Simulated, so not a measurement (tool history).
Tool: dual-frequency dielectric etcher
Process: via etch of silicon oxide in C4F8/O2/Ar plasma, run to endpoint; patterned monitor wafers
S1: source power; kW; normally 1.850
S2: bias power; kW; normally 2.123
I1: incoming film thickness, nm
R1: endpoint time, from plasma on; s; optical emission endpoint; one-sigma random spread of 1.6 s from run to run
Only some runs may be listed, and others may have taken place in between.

run    hour     S1     S2      I1     R1
  1     0.0  1.850  2.123  1567.5  337.4
  2   124.3  1.850  2.123  1543.8  335.9
  3   160.8  1.970  2.003  1568.3  335.6
  4   191.6  1.970  2.003  1569.5  335.3
  5   220.9  1.970  2.003  1554.7  333.4
  6   425.7  1.850  2.123  1545.5  337.0
      470.8  -- wet clean of the chamber
  7   486.6  1.850  2.123  1556.8  336.2
  8   532.5  1.850  2.123  1556.9  334.3
  9   567.8  1.850  2.123  1544.2  334.4
 10   619.7  1.850  2.123  1544.7  334.6
 11   684.2  1.850  2.403  1560.6  326.8
 12   718.2  1.850  2.403  1553.1  324.1
 13   775.5  1.850  2.123  1526.4  329.0
 14   800.5  1.850  2.123  1543.9  336.0
 15   827.8  1.850  2.123  1549.0  335.6
 16   865.3  1.850  2.123  1561.5  338.6
 17   893.8  1.850  2.005  1558.6  343.2
 18   921.4  2.070  1.977  1559.3  329.7
      976.6  -- wet clean of the chamber
 19   977.1  1.500  1.850  1529.1  376.8
 20  1015.6  1.850  2.403  1566.0  330.5
     1073.4  -- source power generator calibrated
 21  1086.5  2.210  2.591  1553.4  291.4
     1120.1  -- bias power generator calibrated
     1166.2  -- upper electrode replaced, of another model than before
 22  1166.7  2.250  2.370  1554.3  302.6
 23  1271.0  2.100  1.667  1546.5  350.3
 24  1331.3  1.410  1.960  1557.5  367.6
 25  1362.3  1.850  2.123  1569.6  336.4
 26  1433.7  2.170  2.523  1544.0  296.3
     1471.0  -- wet clean of the chamber
 27  1503.4  2.170  2.523  1583.2  303.7
 28  1535.4  2.150  2.468  1551.1  301.2
 29  1599.6  1.850  2.123  1539.5  332.5
 30  1657.4  2.190  2.422  1559.5  305.0
 31  1698.7  1.850  2.123  1553.7  332.4
 32  1733.6  1.460  1.905  1542.1  367.8
 33  1796.8  2.280  2.123  1564.2  317.1
 34  1844.4  1.660  2.615  1537.8  313.5
 35  1869.5  2.010  1.895  1558.8  338.6

What if the next run were any one of these 4? Each begins from the tool's condition after run 35:
  A  1870.0  1.850  2.123  1547.3   ?
  B  1870.0  2.090  2.123  1547.3   ?
  C  1870.0  2.230  1.945  1547.3   ?
  D  1870.0  1.410  1.815  1547.3   ?

run     R1
  A  333.3
  B  322.3
  C  327.1
  D  379.8
What these runs would have given with no unlogged condition in the tool:
run     R1
  A  331.9
  B  321.0
  C  325.8
  D  378.2

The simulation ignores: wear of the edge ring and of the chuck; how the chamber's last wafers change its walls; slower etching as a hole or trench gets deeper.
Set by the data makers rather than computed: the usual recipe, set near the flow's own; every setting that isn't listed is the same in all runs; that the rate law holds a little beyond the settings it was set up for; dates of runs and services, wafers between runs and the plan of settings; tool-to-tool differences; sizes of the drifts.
